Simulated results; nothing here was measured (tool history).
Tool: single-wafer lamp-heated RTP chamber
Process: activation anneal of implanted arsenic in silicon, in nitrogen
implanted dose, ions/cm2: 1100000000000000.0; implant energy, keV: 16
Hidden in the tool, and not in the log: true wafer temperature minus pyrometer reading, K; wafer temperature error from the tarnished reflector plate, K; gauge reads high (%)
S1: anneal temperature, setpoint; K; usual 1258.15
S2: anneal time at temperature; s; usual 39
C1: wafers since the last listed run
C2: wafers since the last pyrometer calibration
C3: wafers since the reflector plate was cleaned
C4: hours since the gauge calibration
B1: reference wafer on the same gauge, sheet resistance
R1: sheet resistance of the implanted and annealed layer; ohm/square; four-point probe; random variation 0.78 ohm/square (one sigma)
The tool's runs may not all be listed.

run	hour	S1	S2	C1	C2	C3	C4	B1	R1
1	0.0	1258.15	39	0	1235	12635	174.6	159.10	136.78
2	27.1	1258.15	39	371	1607	13007	201.7	158.86	135.28
3	47.8	1268.15	39	283	1891	13290	222.4	159.03	131.42
4	69.1	1268.15	39	291	2182	13582	243.7	158.86	129.20
# hour 80.0: pyrometer window cleaned and pyrometer calibrated
5	87.8	1258.15	39	146	106	13729	262.4	158.87	132.14
6	111.4	1258.15	39	323	429	14052	286.0	159.14	132.21
# hour 121.3: reflector plate cleaned
7	123.7	1258.15	39	58	488	33	298.3	158.80	132.14
# hour 134.6: gauge calibrated
# hour 142.3: pyrometer window cleaned and pyrometer calibrated, repeated, since the last time left the tool worse
8	148.6	1258.15	39	231	86	264	14.0	159.01	139.93
9	249.4	1248.15	48	1381	1467	1646	114.8	159.15	138.11
10	263.2	1243.15	39	189	1656	1835	128.6	158.98	144.54
11	286.1	1276.15	24	313	1970	2149	151.5	158.74	136.60
12	314.5	1283.15	16	389	2359	2538	179.9	158.90	139.74
# hour 339.0: pyrometer window cleaned and pyrometer calibrated
13	339.5	1258.15	59	232	6	2771	204.9	159.03	131.91
14	364.7	1243.15	18	345	351	3116	230.1	159.18	160.79
15	377.1	1231.15	39	169	521	3286	242.5	159.20	154.24

Run 16 comes next. What will it give?
16	398.3	1258.15	39	290	812	3577	263.7	?	?

{"run 16": {"B1": 158.69, "R1": 136.43}}
Without the tool's hidden state the same run would have given R1 139.24 ohm/square.
